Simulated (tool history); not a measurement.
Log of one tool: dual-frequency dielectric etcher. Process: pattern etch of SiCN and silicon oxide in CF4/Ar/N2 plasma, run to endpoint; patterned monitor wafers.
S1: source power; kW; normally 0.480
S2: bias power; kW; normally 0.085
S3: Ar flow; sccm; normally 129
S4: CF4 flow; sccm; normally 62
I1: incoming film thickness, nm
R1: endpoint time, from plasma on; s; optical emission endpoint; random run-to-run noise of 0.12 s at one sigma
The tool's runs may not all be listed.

run,hour,S1,S2,S3,S4,I1,R1
1,0.0,0.480,0.085,129,62,16.48,19.3
2,4.7,0.480,0.085,129,62,16.73,19.4
3,14.9,0.480,0.085,129,62,16.57,19.4
# hour 24.4: source power generator calibrated
4,25.5,0.530,0.085,129,62,16.45,18.0
# hour 42.8: CF4 flow controller replaced
# hour 45.9: Ar flow controller replaced
5,46.4,0.480,0.085,129,62,16.45,19.0
6,54.8,0.570,0.085,100,62,16.68,16.6
7,70.3,0.440,0.093,152,62,16.40,19.7
8,86.7,0.480,0.085,129,67,16.64,19.2
9,95.0,0.390,0.085,129,50,16.62,22.7
10,107.3,0.520,0.085,129,53,16.55,18.9
11,122.4,0.440,0.085,129,62,16.62,20.5
12,136.3,0.480,0.085,129,62,16.61,19.5
# hour 164.5: upper electrode replaced
13,165.0,0.480,0.085,129,62,16.77,19.7
14,165.9,0.400,0.076,158,68,16.65,23.5
15,179.1,0.550,0.075,129,62,16.63,19.1
16,188.0,0.480,0.085,160,62,16.70,20.4
17,205.6,0.480,0.085,129,62,16.54,19.7
18,219.0,0.530,0.076,157,70,16.50,19.8
19,231.1,0.540,0.085,98,66,16.47,17.1
20,245.4,0.480,0.104,156,47,16.59,19.1
21,256.9,0.430,0.085,144,71,16.57,20.9
22,272.1,0.510,0.085,140,62,16.63,19.2
23,283.4,0.480,0.085,150,62,16.44,20.0
24,300.9,0.520,0.085,129,62,16.50,18.4

Forecast each of these 4 alternatives for the next run:
A,301.3,0.480,0.069,129,62,16.60,?
B,301.3,0.480,0.085,137,62,16.60,?
C,301.3,0.480,0.098,129,62,16.60,?
D,301.3,0.480,0.085,129,69,16.60,?

run,R1
A,21.9
B,20.0
C,18.6
D,19.5
Without the tool's unlogged condition, the same runs would have read:
run,R1
A,21.3
B,19.5
C,18.1
D,19.1
